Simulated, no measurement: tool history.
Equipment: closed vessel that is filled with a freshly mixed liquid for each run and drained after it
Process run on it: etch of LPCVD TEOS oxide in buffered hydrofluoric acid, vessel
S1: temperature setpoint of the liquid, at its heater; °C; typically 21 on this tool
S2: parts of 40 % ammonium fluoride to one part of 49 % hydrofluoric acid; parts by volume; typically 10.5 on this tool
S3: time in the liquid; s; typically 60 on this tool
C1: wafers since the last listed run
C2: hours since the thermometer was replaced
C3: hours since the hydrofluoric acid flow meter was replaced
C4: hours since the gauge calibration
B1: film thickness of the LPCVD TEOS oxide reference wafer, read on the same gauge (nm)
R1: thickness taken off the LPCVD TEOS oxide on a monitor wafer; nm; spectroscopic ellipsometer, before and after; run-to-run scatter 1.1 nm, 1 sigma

run	hour	S1	S2	S3	C1	C2	C3	C4	B1	R1
1	0	21	9.5	60	0	2102.1	927.2	209.1	59.97	127.51
2	7.5	21	10.5	60	671	2109.6	934.7	216.6	60	116.5
3	18.1	21	10.5	60	949	2120.2	945.3	227.2	60.03	116.68
4	29.3	21	10.5	60	1003	2131.4	956.5	238.4	60	116.11
5	36.4	21	10.5	60	635	2138.5	963.6	245.5	59.99	118.45
# hour 53.4: hydrofluoric acid flow meter replaced
6	53.9	21	10.5	60	1478	2156	0.5	263	59.99	116.3
7	67.4	21	10.5	60	1209	2169.5	14	276.5	60	118.45
8	74.1	21	10.5	60	600	2176.2	20.7	283.2	59.99	117.92
# hour 80.8: thermometer replaced
9	82.3	21	10.5	60	644	1.5	28.9	291.4	60.01	116.78
10	90.3	21	10.5	60	716	9.5	36.9	299.4	60.02	119.66
11	105.5	21	10.5	60	1361	24.7	52.1	314.6	59.99	115.23
12	111.6	21	10.5	60	546	30.8	58.2	320.7	60	118.71
13	121.6	21	10.5	60	895	40.8	68.2	330.7	60	117.35
14	131.8	18.5	10.5	30	913	51	78.4	340.9	59.98	51.36
# hour 135.6: gauge calibrated
15	144	21	11.5	60	1092	63.2	90.6	8.4	60	108.03
16	150.2	17	8.5	80	555	69.4	96.8	14.6	60.01	149.6
17	162.5	26	9	80	1101	81.7	109.1	26.9	59.98	231.92
18	172	21	10.5	60	850	91.2	118.6	36.4	60.02	117.81
19	179	24	7	30	627	98.2	125.6	43.4	59.99	102.14
20	195.3	23.5	6.5	60	1460	114.5	141.9	59.7	60.01	210.56
21	203.2	18.5	10.5	95	707	122.4	149.8	67.6	59.97	157.98
22	209.6	24	8	60	573	128.8	156.2	74	59.98	177.41
23	220.1	21	13	35	940	139.3	166.7	84.5	59.99	56.1
24	232.6	23.5	10.5	30	1119	151.8	179.2	97	60.03	68.45
25	241.3	21	7.5	35	779	160.5	187.9	105.7	60	92.96
26	255.8	21	10.5	60	1298	175	202.4	120.2	60.02	118.76
27	268.8	21	10.5	60	1164	188	215.4	133.2	60.01	117.89
28	285.9	26	7	40	1531	205.1	232.5	150.3	59.99	149.85
29	298.8	25.5	7.5	85	1155	218	245.4	163.2	60.01	286.96
30	314.9	21	7.5	30	1442	234.1	261.5	179.3	60.01	78.81
31	321.5	21	14.5	85	591	240.7	268.1	185.9	60.01	119.85
32	331.2	23	13	95	868	250.4	277.8	195.6	59.97	167.27

What if the next run were any one of these 5? Each begins from the tool's condition after run 32:
A	331.9	21	10.5	60	62	251.1	278.5	196.3	?	?
B	331.9	22.5	8	45	62	251.1	278.5	196.3	?	?
C	331.9	18.5	10.5	60	62	251.1	278.5	196.3	?	?
D	331.9	25.5	10.5	35	62	251.1	278.5	196.3	?	?
E	331.9	21	10.5	50	62	251.1	278.5	196.3	?	?

run	B1	R1
A	60.02	117.55
B	60.02	121.97
C	60.02	102.17
D	60.02	87.75
E	60.02	97.96
The same runs, with their run-to-run variation unchanged, on a tool lacking any hidden condition would have given:
run	R1
A	117.55
B	121.97
C	102.17
D	87.75
E	97.96
